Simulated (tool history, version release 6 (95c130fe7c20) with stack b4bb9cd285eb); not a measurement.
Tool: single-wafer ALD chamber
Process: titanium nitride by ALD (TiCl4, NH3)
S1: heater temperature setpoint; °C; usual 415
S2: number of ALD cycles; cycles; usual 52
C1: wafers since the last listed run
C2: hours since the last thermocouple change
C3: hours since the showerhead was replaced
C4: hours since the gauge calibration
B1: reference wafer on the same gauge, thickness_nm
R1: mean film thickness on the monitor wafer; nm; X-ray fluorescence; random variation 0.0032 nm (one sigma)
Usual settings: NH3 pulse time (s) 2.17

Run 1, day 0.000: usual settings but S2 57 cycles, NH3 pulse time (s) 1.91; C1 0; C2 1301.6; C3 2385.6; C4 1362.4; B1 1.480. Result: R1 1.388 nm.
At day 2.488: thermocouple changed; heater temperature recalibrated.
Run 2, day 2.508: usual settings but S2 48 cycles; C1 294; C2 0.5; C3 2445.8; C4 1422.6; B1 1.481. Result: R1 1.171 nm.
Run 3, day 4.200: usual settings but S1 404 °C; C1 229; C2 41.1; C3 2486.4; C4 1463.2; B1 1.480. Result: R1 1.268 nm.
Run 4, day 5.829: usual settings but S1 404 °C; C1 220; C2 80.2; C3 2525.5; C4 1502.3; B1 1.481. Result: R1 1.265 nm.
Run 5, day 9.492: usual settings but S1 404 °C; C1 496; C2 168.1; C3 2613.4; C4 1590.2; B1 1.480. Result: R1 1.266 nm.
Run 6, day 12.575: usual settings but S1 423 °C; C1 418; C2 242.1; C3 2687.4; C4 1664.2; B1 1.480. Result: R1 1.266 nm.
Run 7, day 15.375: usual settings but S1 423 °C; C1 379; C2 309.3; C3 2754.6; C4 1731.4; B1 1.480. Result: R1 1.272 nm.
Run 8, day 19.012: usual settings; C1 493; C2 396.6; C3 2841.9; C4 1818.7; B1 1.480. Result: R1 1.271 nm.
Run 9, day 22.575: usual settings; C1 483; C2 482.1; C3 2927.4; C4 1904.2; B1 1.478. Result: R1 1.273 nm.
Run 10, day 26.725: usual settings but NH3 pulse time (s) 1.58; C1 562; C2 581.7; C3 3027.0; C4 2003.8; B1 1.479. Result: R1 1.253 nm.
Run 11, day 28.721: usual settings but NH3 pulse time (s) 1.58; C1 270; C2 629.6; C3 3074.9; C4 2051.7; B1 1.480. Result: R1 1.254 nm.
Run 12, day 32.308: usual settings but NH3 pulse time (s) 1.58; C1 486; C2 715.7; C3 3161.0; C4 2137.8; B1 1.480. Result: R1 1.254 nm.
Run 13, day 40.079: usual settings; C1 1053; C2 902.2; C3 3347.5; C4 2324.3; B1 1.479. Result: R1 1.268 nm.
Run 14, day 41.642: usual settings; C1 211; C2 939.7; C3 3385.0; C4 2361.8; B1 1.480. Result: R1 1.268 nm.
Run 15, day 43.512: usual settings; C1 253; C2 984.6; C3 3429.9; C4 2406.7; B1 1.480. Result: R1 1.271 nm.
Run 16, day 45.717: usual settings but S1 403 °C, S2 46 cycles, NH3 pulse time (s) 2.90; C1 298; C2 1037.5; C3 3482.8; C4 2459.6; B1 1.480. Result: R1 1.129 nm.
Run 17, day 48.421: usual settings; C1 366; C2 1102.4; C3 3547.7; C4 2524.5; B1 1.480. Result: R1 1.267 nm.
Run 18, day 51.950: usual settings; C1 478; C2 1187.1; C3 3632.4; C4 2609.2; B1 1.480. Result: R1 1.267 nm.
Run 19, day 54.096: usual settings but S1 402 °C; C1 290; C2 1238.6; C3 3683.9; C4 2660.7; B1 1.481. Result: R1 1.264 nm.
At day 55.242: thermocouple changed; heater temperature recalibrated.
Run 20, day 55.788: usual settings but S2 56 cycles, NH3 pulse time (s) 1.84; C1 184; C2 13.1; C3 3724.5; C4 2701.3; B1 1.479. Result: R1 1.363 nm.
At day 57.333: gauge calibrated.
Run 21, day 61.054: usual settings but S1 422 °C, S2 60 cycles; C1 714; C2 139.5; C3 3850.9; C4 89.3; B1 1.480. Result: R1 1.467 nm.
Run 22, day 64.375: usual settings; C1 450; C2 219.2; C3 3930.6; C4 169.0; B1 1.479. Result: R1 1.264 nm.
Run 23, day 66.321: usual settings but S2 46 cycles, NH3 pulse time (s) 2.76; C1 263; C2 265.9; C3 3977.3; C4 215.7; B1 1.479. Result: R1 1.127 nm.
Run 24, day 68.596: usual settings but S1 427 °C, S2 44 cycles, NH3 pulse time (s) 1.79; C1 308; C2 320.5; C3 4031.9; C4 270.3; B1 1.480. Result: R1 1.069 nm.
Run 25, day 72.508: usual settings; C1 530; C2 414.4; C3 4125.8; C4 364.2; B1 1.480. Result: R1 1.267 nm.
Run 26, day 76.225: usual settings but NH3 pulse time (s) 2.79; C1 503; C2 503.6; C3 4215.0; C4 453.4; B1 1.480. Result: R1 1.275 nm.
At day 78.475: showerhead replaced.
Run 27, day 78.742: usual settings but S2 60 cycles, NH3 pulse time (s) 2.62; C1 296; C2 564.0; C3 6.4; C4 513.8; B1 1.480. Result: R1 1.471 nm.
Run 28, day 91.188: usual settings; C1 1687; C2 862.7; C3 305.1; C4 812.5; B1 1.481. Result: R1 1.268 nm.
Run 29, day 94.171: usual settings but S1 426 °C, S2 43 cycles; C1 404; C2 934.3; C3 376.7; C4 884.1; B1 1.479. Result: R1 1.051 nm.
Run 30, day 96.362: usual settings but S1 423 °C; C1 297; C2 986.9; C3 429.3; C4 936.7; B1 1.479. Result: R1 1.271 nm.
Run 31, day 97.908: usual settings but S1 424 °C, S2 56 cycles, NH3 pulse time (s) 2.96; C1 209; C2 1024.0; C3 466.4; C4 973.8; B1 1.480. Result: R1 1.382 nm.
Run 32, day 99.733: usual settings but S1 430 °C, S2 60 cycles; C1 247; C2 1067.8; C3 510.2; C4 1017.6; B1 1.479. Result: R1 1.470 nm.
Run 33, day 109.679: usual settings but S1 424 °C, NH3 pulse time (s) 2.46; C1 1348; C2 1306.5; C3 748.9; C4 1256.3; B1 1.481. Result: R1 1.278 nm.
At day 112.192: thermocouple changed; heater temperature recalibrated.
Run 34, day 113.825: usual settings but S2 43 cycles, NH3 pulse time (s) 1.81; C1 516; C2 39.2; C3 848.4; C4 1355.8; B1 1.478. Result: R1 1.042 nm.
Run 35, day 117.712: usual settings but S1 429 °C, S2 47 cycles, NH3 pulse time (s) 1.89; C1 527; C2 132.5; C3 941.7; C4 1449.1; B1 1.480. Result: R1 1.148 nm.
Run 36, day 121.733: usual settings; C1 545; C2 229.0; C3 1038.2; C4 1545.6; B1 1.479. Result: R1 1.269 nm.
Run 37, day 125.833: usual settings; C1 555; C2 327.4; C3 1136.6; C4 1644.0; B1 1.481. Result: R1 1.268 nm.
Run 38, day 127.829: usual settings but S1 420 °C, S2 56 cycles; C1 270; C2 375.3; C3 1184.5; C4 1691.9; B1 1.481. Result: R1 1.373 nm.
Run 39, day 131.408: usual settings but S2 46 cycles, NH3 pulse time (s) 2.60; C1 485; C2 461.2; C3 1270.4; C4 1777.8; B1 1.481. Result: R1 1.127 nm.

Hidden state at the last listed run before each entry between runs and at the first one after, where it differs:
Between runs 1 and 2: thermocouple changed; heater temperature recalibrated (day 2.488)
  no hidden state differs between the two runs
Between runs 19 and 20: thermocouple changed; heater temperature recalibrated (day 55.242)
  no hidden state differs between the two runs
Between runs 20 and 21: gauge calibrated (day 57.333)
  no hidden state differs between the two runs
Between runs 26 and 27: showerhead replaced (day 78.475)
  no hidden state differs between the two runs
Between runs 33 and 34: thermocouple changed; heater temperature recalibrated (day 112.192)
  no hidden state differs between the two runs

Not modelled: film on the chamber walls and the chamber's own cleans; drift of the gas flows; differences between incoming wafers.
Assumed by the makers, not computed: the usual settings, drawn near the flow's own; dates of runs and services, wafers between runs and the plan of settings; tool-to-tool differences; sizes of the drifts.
